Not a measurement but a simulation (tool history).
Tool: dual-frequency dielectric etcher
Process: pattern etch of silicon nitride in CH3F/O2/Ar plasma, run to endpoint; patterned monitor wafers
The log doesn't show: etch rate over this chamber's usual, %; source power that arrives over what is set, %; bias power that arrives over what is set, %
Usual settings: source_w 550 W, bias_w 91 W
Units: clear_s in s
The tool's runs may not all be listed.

run    hour  source_w  bias_w  wafers since the last listed run  hours since the last wet clean  hours since the last source power generator calibration  hours since the last bias power generator calibration  hours since the last upper electrode change  incoming incoming film thickness, nm  clear_s
  1     0.0       550      91                                 0                           493.7                                                    908.6                                                 2367.8                                       4479.7                                 28.83     32.9
  2    86.0       550      91                              1441                           579.7                                                    994.6                                                 2453.8                                       4565.7                                 28.46     32.6
      155.1  -- wet clean of the chamber
  3   188.0       550      91                              1307                            32.9                                                   1096.6                                                 2555.8                                       4667.7                                 28.59     32.2
  4   226.1       550      91                               638                            71.0                                                   1134.7                                                 2593.9                                       4705.8                                 28.44     31.8
  5   314.3       640     108                              1478                           159.2                                                   1222.9                                                 2682.1                                       4794.0                                 28.38     27.4
  6   380.0       510      91                              1101                           224.9                                                   1288.6                                                 2747.8                                       4859.7                                 28.72     34.2
  7   432.9       510      91                               886                           277.8                                                   1341.5                                                 2800.7                                       4912.6                                 28.83     34.2
  8   476.5       510      91                               730                           321.4                                                   1385.1                                                 2844.3                                       4956.2                                 28.96     34.5
  9   556.5       650      91                              1341                           401.4                                                   1465.1                                                 2924.3                                       5036.2                                 28.90     29.7
 10   631.4       650      91                              1255                           476.3                                                   1540.0                                                 2999.2                                       5111.1                                 28.79     29.6
      691.9  -- wet clean of the chamber
 11   720.4       550      91                              1089                            28.5                                                   1629.0                                                 3088.2                                       5200.1                                 28.78     31.8
 12   791.9       550      91                              1198                           100.0                                                   1700.5                                                 3159.7                                       5271.6                                 28.61     32.2
      862.4  -- source power generator calibrated
      876.2  -- upper electrode replaced
 13   876.7       550      91                              1123                           184.8                                                     14.3                                                 3244.5                                          0.5                                 28.93     33.0
 14   952.7       490     101                              1273                           260.8                                                     90.3                                                 3320.5                                         76.5                                 28.72     34.3
 15  1033.7       550      91                              1357                           341.8                                                    171.3                                                 3401.5                                        157.5                                 28.55     33.1
 16  1105.9       500      91                              1210                           414.0                                                    243.5                                                 3473.7                                        229.7                                 28.83     35.2
     1175.7  -- bias power generator calibrated
 17  1197.0       680      77                              1460                           505.1                                                    334.6                                                   21.3                                        320.8                                 28.52     30.9
     1241.9  -- wet clean of the chamber
 18  1263.5       640      91                               712                            21.6                                                    401.1                                                   87.8                                        387.3                                 28.67     29.6
 19  1349.9       680     107                              1448                           108.0                                                    487.5                                                  174.2                                        473.7                                 28.61     27.4
 20  1412.4       600      71                              1047                           170.5                                                    550.0                                                  236.7                                        536.2                                 28.57     33.8
 21  1486.4       490      79                              1240                           244.5                                                    624.0                                                  310.7                                        610.2                                 28.56     37.2
 22  1534.8       550      91                               811                           292.9                                                    672.4                                                  359.1                                        658.6                                 28.87     33.2
 23  1632.6       550      91                              1639                           390.7                                                    770.2                                                  456.9                                        756.4                                 28.71     33.1
 24  1694.2       450     101                              1032                           452.3                                                    831.8                                                  518.5                                        818.0                                 28.91     36.6
 25  1769.4       510      70                              1260                           527.5                                                    907.0                                                  593.7                                        893.2                                 28.79     38.4
     1853.0  -- wet clean of the chamber
 26  1854.3       590      98                              1020                             1.3                                                    991.9                                                  678.6                                        978.1                                 28.60     30.2
 27  1937.9       680      72                              1401                            84.9                                                   1075.5                                                  762.2                                       1061.7                                 28.50     31.2

Forecast each of these 3 alternatives for the next run:
  A  1938.3       550     102                                 6                            85.3                                                   1075.9                                                  762.6                                       1062.1                                 28.69        ?
  B  1938.3       600      75                                 6                            85.3                                                   1075.9                                                  762.6                                       1062.1                                 28.69        ?
  C  1938.3       670      80                                 6                            85.3                                                   1075.9                                                  762.6                                       1062.1                                 28.69        ?

run  clear_s
  A     30.9
  B     32.8
  C     30.1
Without the tool's hidden state the same runs would have given:
run  clear_s
  A     31.0
  B     32.9
  C     30.2
